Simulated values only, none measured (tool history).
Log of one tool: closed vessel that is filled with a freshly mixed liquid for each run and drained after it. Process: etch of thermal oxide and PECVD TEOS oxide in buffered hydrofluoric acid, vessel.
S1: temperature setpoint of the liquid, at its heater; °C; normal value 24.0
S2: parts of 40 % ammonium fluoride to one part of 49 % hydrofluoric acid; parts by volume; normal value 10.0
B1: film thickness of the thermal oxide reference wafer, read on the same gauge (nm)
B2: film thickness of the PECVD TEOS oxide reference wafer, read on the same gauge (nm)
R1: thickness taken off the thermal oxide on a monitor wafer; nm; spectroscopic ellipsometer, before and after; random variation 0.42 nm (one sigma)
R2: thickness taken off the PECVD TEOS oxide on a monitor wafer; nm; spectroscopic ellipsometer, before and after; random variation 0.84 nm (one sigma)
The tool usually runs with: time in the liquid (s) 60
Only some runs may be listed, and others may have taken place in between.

{"run": 1, "hour": 0.0, "S1": 24.0, "S2": 10.0, "time in the liquid (s)": 60, "B1": 30.0, "B2": 50.01, "R1": 79.45, "R2": 154.64}
{"run": 2, "hour": 34.0, "S1": 24.0, "S2": 10.0, "time in the liquid (s)": 60, "B1": 30.01, "B2": 50.0, "R1": 80.18, "R2": 156.44}
{"run": 3, "hour": 42.1, "S1": 24.0, "S2": 10.0, "time in the liquid (s)": 60, "B1": 30.0, "B2": 50.0, "R1": 81.3, "R2": 159.16}
{"run": 4, "hour": 54.8, "S1": 24.0, "S2": 10.0, "time in the liquid (s)": 60, "B1": 30.0, "B2": 50.01, "R1": 80.97, "R2": 158.41}
{"hour": 56.1, "done": "thermometer replaced"}
{"hour": 57.9, "done": "gauge calibrated"}
{"run": 5, "hour": 66.8, "S1": 24.0, "S2": 10.0, "time in the liquid (s)": 75, "B1": 29.99, "B2": 50.0, "R1": 100.77, "R2": 197.86}
{"run": 6, "hour": 79.1, "S1": 24.0, "S2": 10.0, "time in the liquid (s)": 75, "B1": 30.0, "B2": 49.98, "R1": 101.53, "R2": 197.37}
{"run": 7, "hour": 87.5, "S1": 24.0, "S2": 10.0, "time in the liquid (s)": 60, "B1": 29.97, "B2": 49.98, "R1": 81.24, "R2": 159.12}
{"hour": 96.5, "done": "hydrofluoric acid flow meter replaced"}
{"run": 8, "hour": 99.2, "S1": 21.5, "S2": 12.5, "time in the liquid (s)": 60, "B1": 30.01, "B2": 50.01, "R1": 51.48, "R2": 101.04}
{"run": 9, "hour": 111.5, "S1": 20.5, "S2": 12.0, "time in the liquid (s)": 35, "B1": 29.98, "B2": 50.01, "R1": 29.9, "R2": 58.2}
{"run": 10, "hour": 120.7, "S1": 22.5, "S2": 11.0, "time in the liquid (s)": 70, "B1": 30.01, "B2": 50.0, "R1": 71.73, "R2": 141.68}
{"run": 11, "hour": 131.4, "S1": 25.5, "S2": 10.0, "time in the liquid (s)": 85, "B1": 30.0, "B2": 50.0, "R1": 113.43, "R2": 221.19}
{"run": 12, "hour": 148.7, "S1": 20.0, "S2": 8.5, "time in the liquid (s)": 45, "B1": 30.0, "B2": 50.0, "R1": 51.24, "R2": 99.74}
{"run": 13, "hour": 161.8, "S1": 20.5, "S2": 13.5, "time in the liquid (s)": 85, "B1": 30.02, "B2": 49.99, "R1": 65.54, "R2": 127.29}
{"run": 14, "hour": 169.5, "S1": 25.5, "S2": 10.0, "time in the liquid (s)": 85, "B1": 30.01, "B2": 50.01, "R1": 113.74, "R2": 223.68}

Here are 3 independent what-if runs from the current tool condition. What would each one return?
{"run": "A", "hour": 170.2, "S1": 24.0, "S2": 10.0, "time in the liquid (s)": 60, "B1": "?", "B2": "?", "R1": "?", "R2": "?"}
{"run": "B", "hour": 170.2, "S1": 24.0, "S2": 9.0, "time in the liquid (s)": 60, "B1": "?", "B2": "?", "R1": "?", "R2": "?"}
{"run": "C", "hour": 170.2, "S1": 26.0, "S2": 11.5, "time in the liquid (s)": 95, "B1": "?", "B2": "?", "R1": "?", "R2": "?"}

run=A B1=29.99 B2=50.00 R1=74.53 R2=142.89
run=B B1=29.99 B2=50.00 R1=80.67 R2=154.65
run=C B1=29.99 B2=50.00 R1=115.89 R2=222.19
Stripped of hidden state, with their random variation kept, the same runs would have yielded:
run=A R1=73.22 R2=140.38
run=B R1=78.24 R2=149.99
run=C R1=112.76 R2=216.18

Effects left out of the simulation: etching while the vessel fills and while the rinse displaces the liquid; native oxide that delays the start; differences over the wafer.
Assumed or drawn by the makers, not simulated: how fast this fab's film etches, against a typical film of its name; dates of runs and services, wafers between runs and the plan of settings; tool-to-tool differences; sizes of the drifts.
